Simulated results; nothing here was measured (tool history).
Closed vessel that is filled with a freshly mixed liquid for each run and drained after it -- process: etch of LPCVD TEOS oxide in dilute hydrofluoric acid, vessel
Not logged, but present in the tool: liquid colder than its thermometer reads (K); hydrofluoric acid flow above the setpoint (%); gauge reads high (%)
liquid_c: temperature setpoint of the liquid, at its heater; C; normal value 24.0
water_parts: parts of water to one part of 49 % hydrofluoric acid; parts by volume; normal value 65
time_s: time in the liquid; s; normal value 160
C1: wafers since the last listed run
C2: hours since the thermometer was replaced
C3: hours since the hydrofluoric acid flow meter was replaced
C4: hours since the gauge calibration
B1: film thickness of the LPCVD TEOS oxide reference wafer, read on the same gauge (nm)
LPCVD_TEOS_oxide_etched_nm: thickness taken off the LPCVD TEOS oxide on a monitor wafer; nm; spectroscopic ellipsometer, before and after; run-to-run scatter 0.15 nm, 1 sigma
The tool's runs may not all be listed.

Run 1, hour 0.0: usual settings; C1 0; C2 1343.0; C3 126.9; C4 63.0; B1 69.98. Result: LPCVD_TEOS_oxide_etched_nm 43.97 nm.
Run 2, hour 84.3: usual settings; C1 5489; C2 1427.3; C3 211.2; C4 147.3; B1 69.99. Result: LPCVD_TEOS_oxide_etched_nm 44.35 nm.
Run 3, hour 147.1: usual settings; C1 4089; C2 1490.1; C3 274.0; C4 210.1; B1 70.01. Result: LPCVD_TEOS_oxide_etched_nm 44.36 nm.
Run 4, hour 164.6: usual settings; C1 1139; C2 1507.6; C3 291.5; C4 227.6; B1 70.01. Result: LPCVD_TEOS_oxide_etched_nm 44.06 nm.
Run 5, hour 187.4: usual settings; C1 1484; C2 1530.4; C3 314.3; C4 250.4; B1 70.00. Result: LPCVD_TEOS_oxide_etched_nm 44.69 nm.
Run 6, hour 214.8: usual settings but liquid_c 25.5 C, water_parts 85 parts by volume; C1 1784; C2 1557.8; C3 341.7; C4 277.8; B1 69.99. Result: LPCVD_TEOS_oxide_etched_nm 35.22 nm.
Run 7, hour 233.9: usual settings but liquid_c 25.5 C, water_parts 85 parts by volume; C1 1243; C2 1576.9; C3 360.8; C4 296.9; B1 70.01. Result: LPCVD_TEOS_oxide_etched_nm 35.09 nm.
Run 8, hour 256.4: usual settings but liquid_c 22.0 C, time_s 200 s; C1 1465; C2 1599.4; C3 383.3; C4 319.4; B1 70.01. Result: LPCVD_TEOS_oxide_etched_nm 51.16 nm.
Run 9, hour 269.5: usual settings but time_s 230 s; C1 853; C2 1612.5; C3 396.4; C4 332.5; B1 69.98. Result: LPCVD_TEOS_oxide_etched_nm 63.86 nm.
Run 10, hour 298.2: usual settings but liquid_c 27.5 C, water_parts 50 parts by volume, time_s 85 s; C1 1868; C2 1641.2; C3 425.1; C4 361.2; B1 70.02. Result: LPCVD_TEOS_oxide_etched_nm 36.34 nm.
Run 11, hour 320.7: usual settings but liquid_c 22.5 C; C1 1465; C2 1663.7; C3 447.6; C4 383.7; B1 69.98. Result: LPCVD_TEOS_oxide_etched_nm 42.07 nm.
At hour 323.5: thermometer replaced.
At hour 330.5: gauge calibrated.
Run 12, hour 347.6: usual settings but liquid_c 28.5 C; C1 1686; C2 24.1; C3 474.5; C4 17.1; B1 70.01. Result: LPCVD_TEOS_oxide_etched_nm 53.57 nm.
At hour 368.3: hydrofluoric acid flow meter replaced.
Run 13, hour 368.8: usual settings but water_parts 45 parts by volume; C1 1315; C2 45.3; C3 0.5; C4 38.3; B1 69.98. Result: LPCVD_TEOS_oxide_etched_nm 64.67 nm.
Run 14, hour 393.7: usual settings but liquid_c 20.0 C, water_parts 85 parts by volume, time_s 205 s; C1 1621; C2 70.2; C3 25.4; C4 63.2; B1 70.00. Result: LPCVD_TEOS_oxide_etched_nm 35.36 nm.
Run 15, hour 420.6: usual settings; C1 1751; C2 97.1; C3 52.3; C4 90.1; B1 69.99. Result: LPCVD_TEOS_oxide_etched_nm 43.62 nm.
Run 16, hour 449.6: usual settings but time_s 230 s; C1 1888; C2 126.1; C3 81.3; C4 119.1; B1 70.01. Result: LPCVD_TEOS_oxide_etched_nm 62.84 nm.
Run 17, hour 467.0: usual settings but liquid_c 25.5 C, water_parts 85 parts by volume; C1 1133; C2 143.5; C3 98.7; C4 136.5; B1 70.01. Result: LPCVD_TEOS_oxide_etched_nm 34.66 nm.

What was the tool's hidden state at every run in the log?
liquid colder than its thermometer reads (K): 0 across all the runs
gauge reads high (%): 0 across all the runs
H1: hydrofluoric acid flow above the setpoint (%)
run     H1
  1   0.81
  2   1.26
  3   1.59
  4   1.69
  5   1.81
  6   1.95
  7   2.05
  8   2.17
  9   2.24
 10    2.4
 11   2.52
 12   2.66
 13  0.103
 14  0.235
 15  0.378
 16  0.533
 17  0.625
